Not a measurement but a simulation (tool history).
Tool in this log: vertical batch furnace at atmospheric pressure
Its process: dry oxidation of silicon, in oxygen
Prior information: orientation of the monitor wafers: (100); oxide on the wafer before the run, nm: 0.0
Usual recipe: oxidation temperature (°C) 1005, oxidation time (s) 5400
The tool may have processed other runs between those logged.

run      day  oxidation temperature (°C)  oxidation time (s)  read-back reference wafer on the same gauge, thickness  oxide thickness on the monitor wafer (angstrom)
  1        0                        1005                5400                                                   61.13                                            617.8
  2    1.917                        1005                5400                                                   61.15                                            615.8
  3    4.733                        1005                7350                                                    61.1                                              755
  4    7.158                         993                5400                                                   61.11                                            544.4
       9.204  -- boat lift adjusted
  5    9.225                        1005                5400                                                    61.1                                            627.7
  6   11.458                        1005                5400                                                   61.08                                            626.5
  7   13.246                        1005                5400                                                   61.18                                            628.7
  8   15.679                         991                4200                                                   61.11                                            460.9
      17.762  -- gauge calibrated
  9   17.921                        1005                5400                                                   61.01                                            624.8
 10   20.667                        1005                6270                                                   61.12                                              696
 11     24.8                        1005                6270                                                   61.06                                            688.9
 12   26.379                        1005                6270                                                   61.09                                              692
 13   30.054                        1005                3240                                                   61.14                                              450
 14   33.862                         986                6210                                                   61.05                                            573.5
 15     40.4                         986                6210                                                   61.13                                              572
 16   44.092                        1005                5400                                                   61.17                                              626
 17   47.075                        1005                5400                                                   61.13                                            623.8
      49.946  -- thermocouples replaced and temperature profile calibrated
 18   50.796                         989                6780                                                   61.09                                            622.5
 19   54.721                        1021                5400                                                    61.1                                            724.3
 20   59.067                         987                2880                                                   61.12                                              345
 21   61.725                        1005                5400                                                    61.1                                            621.5
 22   63.942                         988                6960                                                   61.13                                            628.8
 23    66.35                        1005                3180                                                   61.12                                            438.8
 24   74.267                        1005                5400                                                   61.13                                            617.2
 25   76.175                        1005                6090                                                   61.09                                            672.9
 26   79.062                         981                4200                                                   61.12                                            414.2
      82.375  -- gauge calibrated
        82.5  -- boat lift adjusted
 27   92.033                        1005                7350                                                   61.12                                            770.5
 28   96.042                        1018                6480                                                   61.13                                            798.6
 29   98.946                        1005                5400                                                   61.11                                            620.4
 30  102.429                        1020                2940                                                   61.11                                            482.5
 31  105.121                        1005                6180                                                   61.07                                            683.8
 32    108.7                        1005                5400                                                   61.05                                              622
 33  112.362                         990                3180                                                   61.08                                            377.8
 34  114.896                        1012                3210                                                   61.06                                            472.3

Measured minus without-hidden-state, run by run (identical run-to-run variation in each term; gauge scatter may differ):
Hidden conditions of the tool in this case: true tube temperature minus thermocouple reading, K; monitor wafer colder than the profiled boat position, K; gauge reads high (%).
run  oxide thickness on the monitor wafer (angstrom)
  1                                              -12
  2                                            -12.6
  3                                            -16.1
  4                                            -12.6
  5                                             -0.1
  6                                             -0.1
  7                                             -0.1
  8                                               +0
  9                                             -0.1
 10                                             -0.3
 11                                             -0.5
 12                                             -0.6
 13                                             -0.6
 14                                             -1.1
 15                                             -1.6
 16                                             -2.4
 17                                             -2.8
 18                                             -3.3
 19                                             -4.5
 20                                             -2.6
 21                                             -5.4
 22                                             -5.7
 23                                             -4.5
 24                                             -8.2
 25                                             -9.4
 26                                             -5.5
 27                                             -5.4
 28                                             -5.5
 29                                             -4.7
 30                                             -3.7
 31                                             -5.7
 32                                             -5.6
 33                                             -3.7
 34                                             -4.6

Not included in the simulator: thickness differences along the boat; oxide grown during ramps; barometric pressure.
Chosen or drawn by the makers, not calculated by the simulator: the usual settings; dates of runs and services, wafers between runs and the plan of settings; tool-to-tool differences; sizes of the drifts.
